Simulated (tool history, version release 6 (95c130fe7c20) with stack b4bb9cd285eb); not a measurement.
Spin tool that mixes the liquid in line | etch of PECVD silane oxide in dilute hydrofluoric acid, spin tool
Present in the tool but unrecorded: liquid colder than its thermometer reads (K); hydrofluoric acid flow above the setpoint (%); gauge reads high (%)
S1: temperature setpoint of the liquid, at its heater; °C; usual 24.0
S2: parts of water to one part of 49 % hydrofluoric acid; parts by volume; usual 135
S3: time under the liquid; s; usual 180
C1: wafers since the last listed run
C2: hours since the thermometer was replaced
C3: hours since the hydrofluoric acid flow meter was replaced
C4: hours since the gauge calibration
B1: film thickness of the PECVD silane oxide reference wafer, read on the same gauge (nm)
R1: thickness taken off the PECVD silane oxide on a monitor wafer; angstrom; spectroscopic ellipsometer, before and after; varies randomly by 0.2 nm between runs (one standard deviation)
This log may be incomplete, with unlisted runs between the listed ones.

run	hour	S1	S2	S3	C1	C2	C3	C4	B1	R1
1	0.0	21.5	180	180	0	714.4	362.4	439.3	50.02	126.5
2	47.8	21.5	135	180	348	762.2	410.2	487.1	50.02	179.1
# hour 50.6: hydrofluoric acid flow meter replaced
3	125.7	24.0	135	180	560	840.1	75.1	565.0	50.00	196.3
4	222.6	24.0	135	180	706	937.0	172.0	661.9	50.02	196.2
5	265.5	24.0	135	180	312	979.9	214.9	704.8	50.00	194.3
6	404.3	24.0	135	180	1012	1118.7	353.7	843.6	49.99	190.0
7	504.0	24.0	135	180	727	1218.4	453.4	943.3	49.99	193.6
# hour 511.7: hydrofluoric acid flow meter replaced
8	574.1	24.0	135	180	503	1288.5	62.4	1013.4	49.98	194.6
9	646.4	24.0	135	125	527	1360.8	134.7	1085.7	50.00	131.5
# hour 646.9: gauge calibrated
10	691.0	25.5	75	220	325	1405.4	179.3	44.1	50.01	477.4
# hour 741.4: thermometer replaced
11	765.7	20.5	75	100	537	24.3	254.0	118.8	50.00	191.0
12	821.0	24.0	135	180	403	79.6	309.3	174.1	50.01	208.0
13	892.4	21.5	195	180	520	151.0	380.7	245.5	50.01	119.5
# hour 896.6: hydrofluoric acid flow meter replaced
14	959.6	24.0	95	95	482	218.2	63.0	312.7	50.00	160.6
15	1019.5	22.0	160	180	436	278.1	122.9	372.6	50.01	153.8
16	1112.6	24.0	135	180	678	371.2	216.0	465.7	49.99	202.2
17	1204.2	26.0	135	180	668	462.8	307.6	557.3	50.00	219.5
18	1244.9	28.0	195	180	296	503.5	348.3	598.0	50.01	151.5

Here are 5 independent what-if runs from the current tool condition. What would each one return?
A	1245.4	27.0	135	180	3	504.0	348.8	598.5	?	?
B	1245.4	22.5	170	140	3	504.0	348.8	598.5	?	?
C	1245.4	27.0	185	245	3	504.0	348.8	598.5	?	?
D	1245.4	24.0	135	90	3	504.0	348.8	598.5	?	?
E	1245.4	28.5	90	180	3	504.0	348.8	598.5	?	?

run	B1	R1
A	50.02	227.7
B	50.02	113.8
C	50.02	213.1
D	50.02	101.5
E	50.02	383.3
With the hidden condition removed and each run's random variation left untouched, the same runs would have given:
run	R1
A	233.9
B	117.0
C	218.7
D	104.3
E	394.1
